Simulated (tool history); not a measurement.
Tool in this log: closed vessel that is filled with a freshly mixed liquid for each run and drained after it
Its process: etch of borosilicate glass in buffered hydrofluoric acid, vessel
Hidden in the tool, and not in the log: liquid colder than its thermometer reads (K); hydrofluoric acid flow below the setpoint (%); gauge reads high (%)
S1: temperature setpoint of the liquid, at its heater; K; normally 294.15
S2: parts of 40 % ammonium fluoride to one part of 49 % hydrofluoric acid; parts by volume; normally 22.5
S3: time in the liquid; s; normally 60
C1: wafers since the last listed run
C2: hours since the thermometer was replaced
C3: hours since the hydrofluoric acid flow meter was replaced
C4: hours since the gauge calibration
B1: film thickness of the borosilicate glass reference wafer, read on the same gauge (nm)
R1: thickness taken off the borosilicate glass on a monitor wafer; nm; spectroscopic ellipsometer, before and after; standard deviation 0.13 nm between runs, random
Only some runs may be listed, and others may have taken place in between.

run     day      S1    S2  S3     C1     C2     C3      C4     B1     R1
  1   0.000  294.15  22.5  60      0  124.8  159.7  1138.3  87.96  28.31
  2   2.812  294.15  22.5  60   9338  192.3  227.2  1205.8  87.88  28.55
  3   4.929  294.15  22.5  60   7027  243.1  278.0  1256.6  87.73  28.43
  4   7.279  294.15  22.5  60   7802  299.5  334.4  1313.0  87.69  28.31
  5  10.017  294.15  22.5  60   9089  365.2  400.1  1378.7  87.54  28.31
  6  12.317  294.15  19.5  35   7636  420.4  455.3  1433.9  87.47  18.48
  7  13.708  294.15  19.5  35   4620  453.8  488.7  1467.3  87.37  18.41
  8  17.692  290.65  22.5  80  13225  549.4  584.3  1562.9  87.23  30.85
     18.062  -- hydrofluoric acid flow meter replaced
  9  18.804  290.65  22.5  80   3555  576.1   17.8  1589.6  87.20  31.02
 10  21.554  294.15  22.5  60   9130  642.1   83.8  1655.6  87.08  28.30
     22.404  -- gauge calibrated
 11  22.750  294.15  22.5  60   3970  670.8  112.5     8.3  89.89  28.88
     23.317  -- thermometer replaced
 12  24.788  294.15  22.5  50   6626   35.3  161.4    57.2  89.79  24.29
 13  33.333  294.15  22.5  60  28374  240.4  366.5   262.3  89.42  28.86
 14  35.546  294.15  22.5  60   7346  293.5  419.6   315.4  89.34  29.01
 15  37.012  296.15  27.0  80   4869  328.7  454.8   350.6  89.32  37.66
 16  38.875  294.15  19.5  35   6183  373.4  499.5   395.3  89.18  18.90
 17  41.004  290.15  27.5  35   7069  424.5  550.6   446.4  89.14  11.69
     44.071  -- hydrofluoric acid flow meter replaced
 18  47.617  290.15  22.5  60  21816  583.2   85.1   605.1  88.85  22.88
 19  50.175  294.15  19.5  60   8494  644.6  146.5   666.5  88.73  32.04
 20  51.238  296.65  17.5  80   3527  670.1  172.0   692.0  88.67  54.24
 21  53.483  296.15  30.0  40   7456  724.0  225.9   745.9  88.58  17.42
     53.850  -- thermometer replaced
 22  54.704  294.15  22.5  60   3915   20.5  255.2   775.2  88.56  28.78
 23  56.708  296.15  22.5  60   6654   68.6  303.3   823.3  88.50  31.87
 24  59.358  294.15  22.5  60   8798  132.2  366.9   886.9  88.32  28.34

Selected run-to-run steps in R1, each split into two signed amounts: the part the tool would show with no hidden state at all (from settings, incoming material and random variation), and the remainder, which goes to the hidden state together with any gauge scatter not common to the measured and the hidden-state-free results:
Run 10 -> 11: gauge calibrated. R1 +0.58 nm: hidden state +0.91, all else -0.33.
Run 19 -> 20: S1 294.15 -> 296.65, S2 19.5 -> 17.5, S3 60 -> 80. R1 +22.20 nm: hidden state -0.35, all else +22.55.
Run 20 -> 21: S1 296.65 -> 296.15, S2 17.5 -> 30.0, S3 80 -> 40. R1 -36.82 nm: hidden state +0.52, all else -37.34.

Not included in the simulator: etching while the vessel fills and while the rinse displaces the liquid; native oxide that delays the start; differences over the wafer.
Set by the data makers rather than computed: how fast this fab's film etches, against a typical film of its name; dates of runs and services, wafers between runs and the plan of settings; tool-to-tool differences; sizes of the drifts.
